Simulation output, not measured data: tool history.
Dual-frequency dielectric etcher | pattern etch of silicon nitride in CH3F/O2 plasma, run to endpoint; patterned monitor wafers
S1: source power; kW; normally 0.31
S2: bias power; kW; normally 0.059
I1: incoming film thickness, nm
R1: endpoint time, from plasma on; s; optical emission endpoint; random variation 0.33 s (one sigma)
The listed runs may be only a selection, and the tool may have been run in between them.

run 1 hour=0 | S1=0.31 S2=0.059 | I1=82.3 | R1=108.4
run 2 hour=48.7 | S1=0.31 S2=0.059 | I1=82.1 | R1=107.7
run 3 hour=99 | S1=0.31 S2=0.059 | I1=81.6 | R1=107.5
-- hour=136.5 wet clean of the chamber
run 4 hour=202.4 | S1=0.31 S2=0.056 | I1=81.9 | R1=108.9
run 5 hour=284.1 | S1=0.31 S2=0.059 | I1=81.3 | R1=106.3
run 6 hour=343.1 | S1=0.31 S2=0.059 | I1=81 | R1=106.3
run 7 hour=398.3 | S1=0.28 S2=0.059 | I1=81.8 | R1=110.7
run 8 hour=480.6 | S1=0.28 S2=0.059 | I1=81.6 | R1=111
run 9 hour=576.1 | S1=0.28 S2=0.059 | I1=82 | R1=111
run 10 hour=646.3 | S1=0.31 S2=0.059 | I1=80.4 | R1=105.5
-- hour=711.4 wet clean of the chamber
run 11 hour=711.9 | S1=0.31 S2=0.059 | I1=80.8 | R1=105.8
run 12 hour=797 | S1=0.31 S2=0.068 | I1=81.5 | R1=102.5
run 13 hour=853 | S1=0.31 S2=0.068 | I1=82.2 | R1=103.1
run 14 hour=911.8 | S1=0.31 S2=0.059 | I1=81.9 | R1=107.3
run 15 hour=972.8 | S1=0.25 S2=0.055 | I1=81.9 | R1=117.2
run 16 hour=1009.9 | S1=0.26 S2=0.046 | I1=82 | R1=120.7
run 17 hour=1078 | S1=0.31 S2=0.059 | I1=81.7 | R1=106.6
run 18 hour=1172 | S1=0.35 S2=0.07 | I1=81.4 | R1=97.5
run 19 hour=1227.6 | S1=0.38 S2=0.059 | I1=81.3 | R1=98.5
-- hour=1259.2 wet clean of the chamber
run 20 hour=1325.8 | S1=0.31 S2=0.053 | I1=81.8 | R1=109.3
run 21 hour=1367.3 | S1=0.36 S2=0.064 | I1=82.2 | R1=99.4
-- hour=1423.9 bias power generator calibrated
run 22 hour=1463.6 | S1=0.25 S2=0.059 | I1=81.5 | R1=113.4
-- hour=1517.9 source power generator calibrated
run 23 hour=1561.9 | S1=0.31 S2=0.052 | I1=80.7 | R1=110.4
run 24 hour=1630.7 | S1=0.24 S2=0.059 | I1=81.8 | R1=117.6
-- hour=1737.2 upper electrode replaced
run 25 hour=1737.7 | S1=0.33 S2=0.059 | I1=82 | R1=106.6
run 26 hour=1762.7 | S1=0.31 S2=0.059 | I1=80.7 | R1=107
run 27 hour=1818 | S1=0.31 S2=0.059 | I1=81.8 | R1=108.3
-- hour=1857.4 wet clean of the chamber
run 28 hour=1908.4 | S1=0.26 S2=0.07 | I1=81.4 | R1=109.5
run 29 hour=1955.2 | S1=0.35 S2=0.059 | I1=81.5 | R1=103.4
run 30 hour=2057.3 | S1=0.25 S2=0.071 | I1=81.8 | R1=110.6
run 31 hour=2270.3 | S1=0.31 S2=0.059 | I1=82 | R1=108.7
run 32 hour=2339.3 | S1=0.23 S2=0.073 | I1=82.1 | R1=114.1
run 33 hour=2417.6 | S1=0.39 S2=0.049 | I1=81.5 | R1=103.9
-- hour=2450.7 wet clean of the chamber
run 34 hour=2472.4 | S1=0.31 S2=0.059 | I1=81.2 | R1=107.5

What does the tool deliver on the next run?
run 35 hour=2566.3 | S1=0.28 S2=0.05 | I1=82.3 | R1=?

{"run 35": {"R1": 116.5}}
Take away the tool's hidden state, keep the run-to-run variation as it was, and the same run would have given R1 116.6 s.
